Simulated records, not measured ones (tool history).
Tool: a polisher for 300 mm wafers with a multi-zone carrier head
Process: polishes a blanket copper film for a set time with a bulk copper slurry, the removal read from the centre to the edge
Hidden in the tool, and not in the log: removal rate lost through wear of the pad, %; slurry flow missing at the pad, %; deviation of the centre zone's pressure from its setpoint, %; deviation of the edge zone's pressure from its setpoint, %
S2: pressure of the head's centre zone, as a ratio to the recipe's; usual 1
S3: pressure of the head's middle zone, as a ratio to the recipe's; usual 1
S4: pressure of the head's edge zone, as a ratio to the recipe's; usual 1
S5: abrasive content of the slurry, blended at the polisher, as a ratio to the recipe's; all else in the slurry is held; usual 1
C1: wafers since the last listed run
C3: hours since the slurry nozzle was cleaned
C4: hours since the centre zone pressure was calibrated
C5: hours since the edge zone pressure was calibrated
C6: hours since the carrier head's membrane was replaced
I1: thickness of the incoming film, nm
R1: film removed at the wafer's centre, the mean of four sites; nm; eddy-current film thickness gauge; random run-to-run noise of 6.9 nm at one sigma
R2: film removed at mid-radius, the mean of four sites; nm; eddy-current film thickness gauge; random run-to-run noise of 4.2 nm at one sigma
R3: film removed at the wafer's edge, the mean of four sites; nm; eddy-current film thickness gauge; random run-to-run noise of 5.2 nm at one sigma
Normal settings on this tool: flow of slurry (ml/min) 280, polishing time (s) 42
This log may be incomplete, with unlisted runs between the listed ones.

run 1 hour=0 | flow_of_slurry_(ml/min)=280 S2=1 S3=1 S4=1 S5=1 polishing_time_(s)=42 | C1=0 wafers_polished_on_this_pad=2919 C3=293.4 C4=881.8 C5=398.3 C6=764.7 | I1=3807.3 | R1=429.7 R2=436.7 R3=434.2
run 2 hour=78.3 | flow_of_slurry_(ml/min)=280 S2=1 S3=1 S4=1 S5=1 polishing_time_(s)=42 | C1=986 wafers_polished_on_this_pad=3906 C3=371.7 C4=960.1 C5=476.6 C6=843 | I1=3760.7 | R1=431.1 R2=427.5 R3=428.3
-- hour=150.3 centre zone pressure recalibrated
-- hour=159.8 worn pad replaced by a new one
-- hour=162 slurry nozzle cleaned
run 3 hour=178.6 | flow_of_slurry_(ml/min)=280 S2=1 S3=1 S4=1 S5=1 polishing_time_(s)=42 | C1=1175 wafers_polished_on_this_pad=224 C3=16.6 C4=28.3 C5=576.9 C6=943.3 | I1=3803.3 | R1=473.7 R2=463.9 R3=464.5
run 4 hour=253.6 | flow_of_slurry_(ml/min)=280 S2=1 S3=1 S4=1 S5=1 polishing_time_(s)=38 | C1=944 wafers_polished_on_this_pad=1169 C3=91.6 C4=103.3 C5=651.9 C6=1018.3 | I1=3733.8 | R1=413.8 R2=416.9 R3=410
run 5 hour=326 | flow_of_slurry_(ml/min)=280 S2=1 S3=1 S4=1 S5=1 polishing_time_(s)=42 | C1=912 wafers_polished_on_this_pad=2081 C3=164 C4=175.7 C5=724.3 C6=1090.7 | I1=3814.4 | R1=445.8 R2=443.9 R3=444.2
run 6 hour=372.9 | flow_of_slurry_(ml/min)=280 S2=1 S3=1 S4=1 S5=1 polishing_time_(s)=42 | C1=590 wafers_polished_on_this_pad=2672 C3=210.9 C4=222.6 C5=771.2 C6=1137.6 | I1=3725.7 | R1=436.6 R2=447.4 R3=447.2
-- hour=393.1 edge zone pressure recalibrated
run 7 hour=473.8 | flow_of_slurry_(ml/min)=280 S2=1 S3=1 S4=1 S5=1 polishing_time_(s)=42 | C1=1246 wafers_polished_on_this_pad=3918 C3=311.8 C4=323.5 C5=80.7 C6=1238.5 | I1=3757.2 | R1=434.4 R2=439 R3=430
run 8 hour=532.4 | flow_of_slurry_(ml/min)=280 S2=1.08 S3=1 S4=1 S5=1 polishing_time_(s)=42 | C1=738 wafers_polished_on_this_pad=4656 C3=370.4 C4=382.1 C5=139.3 C6=1297.1 | I1=3824.3 | R1=477.5 R2=435.7 R3=441.2
-- hour=561.8 worn pad replaced by a new one
-- hour=676.9 carrier head's membrane replaced by a new one
-- hour=688.3 slurry nozzle cleaned
run 9 hour=696 | flow_of_slurry_(ml/min)=280 S2=1 S3=1 S4=1.08 S5=1 polishing_time_(s)=42 | C1=1935 wafers_polished_on_this_pad=1615 C3=7.7 C4=545.7 C5=302.9 C6=19.1 | I1=3775.4 | R1=467.9 R2=468.9 R3=478.6
run 10 hour=798.4 | flow_of_slurry_(ml/min)=215 S2=1 S3=1 S4=1 S5=0.75 polishing_time_(s)=42 | C1=1290 wafers_polished_on_this_pad=2905 C3=110.1 C4=648.1 C5=405.3 C6=121.5 | I1=3838.5 | R1=407.2 R2=410.4 R3=407.3
run 11 hour=842 | flow_of_slurry_(ml/min)=210 S2=1 S3=1 S4=0.95 S5=0.85 polishing_time_(s)=36 | C1=549 wafers_polished_on_this_pad=3454 C3=153.7 C4=691.7 C5=448.9 C6=165.1 | I1=3840.1 | R1=347.4 R2=354.1 R3=354.1
run 12 hour=903.2 | flow_of_slurry_(ml/min)=245 S2=0.91 S3=1 S4=1 S5=1 polishing_time_(s)=53 | C1=771 wafers_polished_on_this_pad=4225 C3=214.9 C4=752.9 C5=510.1 C6=226.3 | I1=3823.1 | R1=485.9 R2=546.5 R3=558.4
-- hour=990.6 worn pad replaced by a new one
run 13 hour=1114.2 | flow_of_slurry_(ml/min)=280 S2=1 S3=1 S4=1 S5=0.85 polishing_time_(s)=42 | C1=2607 wafers_polished_on_this_pad=1557 C3=425.9 C4=963.9 C5=721.1 C6=437.3 | I1=3796.5 | R1=411.7 R2=409.8 R3=417.4
-- hour=1130.4 slurry nozzle cleaned
run 14 hour=1163.8 | flow_of_slurry_(ml/min)=280 S2=1 S3=1 S4=1 S5=1.25 polishing_time_(s)=42 | C1=612 wafers_polished_on_this_pad=2169 C3=33.4 C4=1013.5 C5=770.7 C6=486.9 | I1=3838.4 | R1=485.3 R2=481.5 R3=480
-- hour=1186.7 edge zone pressure recalibrated
-- hour=1238.1 centre zone pressure recalibrated
run 15 hour=1271.9 | flow_of_slurry_(ml/min)=310 S2=1 S3=1 S4=1 S5=1 polishing_time_(s)=42 | C1=1311 wafers_polished_on_this_pad=3480 C3=141.5 C4=33.8 C5=85.2 C6=595 | I1=3812.9 | R1=444.4 R2=453.4 R3=440.9
run 16 hour=1331.2 | flow_of_slurry_(ml/min)=280 S2=1 S3=1.08 S4=0.93 S5=1 polishing_time_(s)=42 | C1=747 wafers_polished_on_this_pad=4228 C3=200.8 C4=93.1 C5=144.5 C6=654.3 | I1=3760.8 | R1=429.6 R2=471.6 R3=430.5
run 17 hour=1380.3 | flow_of_slurry_(ml/min)=280 S2=1.08 S3=0.93 S4=1 S5=1.2 polishing_time_(s)=37 | C1=618 wafers_polished_on_this_pad=4846 C3=249.9 C4=142.2 C5=193.6 C6=703.4 | I1=3842.1 | R1=431.1 R2=376.7 R3=404.2
-- hour=1445.8 worn pad replaced by a new one
run 18 hour=1475.9 | flow_of_slurry_(ml/min)=280 S2=1 S3=1.04 S4=1 S5=1 polishing_time_(s)=42 | C1=1154 wafers_polished_on_this_pad=379 C3=345.5 C4=237.8 C5=289.2 C6=799 | I1=3792.6 | R1=419.3 R2=435.1 R3=425.5
run 19 hour=1527.1 | flow_of_slurry_(ml/min)=280 S2=0.94 S3=1 S4=1.1 S5=1 polishing_time_(s)=42 | C1=645 wafers_polished_on_this_pad=1024 C3=396.7 C4=289 C5=340.4 C6=850.2 | I1=3759.9 | R1=398.8 R2=425.4 R3=443.3
-- hour=1580.6 slurry nozzle cleaned
run 20 hour=1595.7 | flow_of_slurry_(ml/min)=280 S2=1 S3=1 S4=1 S5=1 polishing_time_(s)=42 | C1=851 wafers_polished_on_this_pad=1875 C3=15.1 C4=357.6 C5=409 C6=918.8 | I1=3772.2 | R1=468.9 R2=464.6 R3=470.3
run 21 hour=1651.2 | flow_of_slurry_(ml/min)=280 S2=1 S3=1 S4=1 S5=1 polishing_time_(s)=42 | C1=699 wafers_polished_on_this_pad=2575 C3=70.6 C4=413.1 C5=464.5 C6=974.3 | I1=3742.6 | R1=463.5 R2=460.7 R3=455.8
run 22 hour=1714.6 | flow_of_slurry_(ml/min)=280 S2=1 S3=1 S4=1 S5=1 polishing_time_(s)=42 | C1=798 wafers_polished_on_this_pad=3373 C3=134 C4=476.5 C5=527.9 C6=1037.7 | I1=3770 | R1=446.1 R2=451.3 R3=443.2

Branching from run 22: 3 alternative next runs. What would each branch give?
run A hour=1715 | flow_of_slurry_(ml/min)=280 S2=1 S3=1 S4=1 S5=1 polishing_time_(s)=42 | C1=5 wafers_polished_on_this_pad=3378 C3=134.4 C4=476.9 C5=528.3 C6=1038.1 | I1=3784.5 | R1=? R2=? R3=?
run B hour=1715 | flow_of_slurry_(ml/min)=280 S2=1 S3=1 S4=1 S5=1.2 polishing_time_(s)=42 | C1=5 wafers_polished_on_this_pad=3378 C3=134.4 C4=476.9 C5=528.3 C6=1038.1 | I1=3784.5 | R1=? R2=? R3=?
run C hour=1715 | flow_of_slurry_(ml/min)=280 S2=1 S3=1.07 S4=1 S5=1 polishing_time_(s)=50 | C1=5 wafers_polished_on_this_pad=3378 C3=134.4 C4=476.9 C5=528.3 C6=1038.1 | I1=3784.5 | R1=? R2=? R3=?

run=A R1=453.1 R2=453.8 R3=449.3
run=B R1=470.1 R2=470.9 R3=466.2
run=C R1=539.7 R2=572.2 R3=534.3
Stripped of hidden state, with their random variation kept, the same runs would have yielded:
run=A R1=475 R2=473.4 R3=463.7
run=B R1=492.8 R2=491.2 R3=481.1
run=C R1=565.7 R2=596.9 R3=551.5
